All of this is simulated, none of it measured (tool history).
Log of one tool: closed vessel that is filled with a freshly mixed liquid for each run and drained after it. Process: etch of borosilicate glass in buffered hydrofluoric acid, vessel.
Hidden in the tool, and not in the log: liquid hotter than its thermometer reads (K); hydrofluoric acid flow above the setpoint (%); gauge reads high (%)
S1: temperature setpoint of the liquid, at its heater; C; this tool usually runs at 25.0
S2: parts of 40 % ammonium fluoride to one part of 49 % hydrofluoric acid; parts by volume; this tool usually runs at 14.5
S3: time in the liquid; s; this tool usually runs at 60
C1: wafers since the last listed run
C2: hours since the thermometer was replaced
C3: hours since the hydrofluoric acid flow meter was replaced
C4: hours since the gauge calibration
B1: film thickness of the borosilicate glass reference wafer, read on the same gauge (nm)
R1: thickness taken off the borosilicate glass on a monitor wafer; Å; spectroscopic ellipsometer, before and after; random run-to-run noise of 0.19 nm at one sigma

| run | hour | S1 | S2 | S3 | C1 | C2 | C3 | C4 | B1 | R1 |
|---|---|---|---|---|---|---|---|---|---|---|
| 1 | 0.0 | 25.0 | 14.5 | 70 | 0 | 1070.0 | 822.5 | 130.4 | 79.98 | 707.6 |
| 2 | 71.0 | 25.0 | 14.5 | 70 | 8240 | 1141.0 | 893.5 | 201.4 | 80.01 | 699.8 |
| 3 | 111.3 | 25.0 | 14.5 | 70 | 4677 | 1181.3 | 933.8 | 241.7 | 79.98 | 704.6 |
| 4 | 173.4 | 25.0 | 14.5 | 60 | 7207 | 1243.4 | 995.9 | 303.8 | 80.01 | 603.9 |
| 5 | 353.3 | 25.0 | 14.5 | 60 | 20878 | 1423.3 | 1175.8 | 483.7 | 80.01 | 603.5 |
| 6 | 383.9 | 25.0 | 16.0 | 60 | 3551 | 1453.9 | 1206.4 | 514.3 | 79.99 | 550.5 |
| 7 | 454.7 | 25.0 | 14.5 | 60 | 8216 | 1524.7 | 1277.2 | 585.1 | 79.99 | 604.2 |
|  | 484.9 | thermometer replaced |
| 8 | 488.3 | 25.0 | 14.5 | 60 | 3783 | 3.4 | 1310.8 | 618.7 | 79.99 | 602.6 |
| 9 | 538.2 | 25.0 | 14.5 | 60 | 5791 | 53.3 | 1360.7 | 668.6 | 80.01 | 601.8 |
|  | 570.6 | gauge calibrated |
| 10 | 599.3 | 25.0 | 18.0 | 50 | 7091 | 114.4 | 1421.8 | 28.7 | 80.02 | 404.6 |
| 11 | 656.7 | 25.0 | 14.5 | 60 | 6661 | 171.8 | 1479.2 | 86.1 | 80.01 | 602.5 |
| 12 | 717.3 | 25.0 | 18.0 | 60 | 7033 | 232.4 | 1539.8 | 146.7 | 80.01 | 485.2 |
| 13 | 754.2 | 25.0 | 14.5 | 60 | 4282 | 269.3 | 1576.7 | 183.6 | 80.00 | 600.5 |
| 14 | 783.0 | 27.5 | 9.5 | 60 | 3342 | 298.1 | 1605.5 | 212.4 | 80.02 | 1026.6 |
| 15 | 828.2 | 25.0 | 19.5 | 60 | 5245 | 343.3 | 1650.7 | 257.6 | 80.01 | 447.3 |
| 16 | 891.1 | 25.0 | 12.0 | 60 | 7300 | 406.2 | 1713.6 | 320.5 | 80.00 | 726.3 |
| 17 | 928.9 | 25.0 | 19.5 | 60 | 4386 | 444.0 | 1751.4 | 358.3 | 80.02 | 451.3 |
| 18 | 977.0 | 25.0 | 14.5 | 60 | 5582 | 492.1 | 1799.5 | 406.4 | 80.00 | 600.4 |
|  | 1008.5 | hydrofluoric acid flow meter replaced |
| 19 | 1038.0 | 21.0 | 14.5 | 60 | 6963 | 553.1 | 29.5 | 467.4 | 80.02 | 487.4 |
| 20 | 1068.1 | 23.5 | 12.0 | 75 | 3493 | 583.2 | 59.6 | 497.5 | 80.00 | 840.6 |

Run 21 is up next; what results do you expect?
| 21 | 1126.0 | 21.5 | 17.5 | 45 | 6719 | 641.1 | 117.5 | 555.4 | ? | ? |

B1: 79.98
R1: 309.8 Å
With the hidden condition absent and the run-to-run variation left alone, this run would have shown R1 309.8 Å.
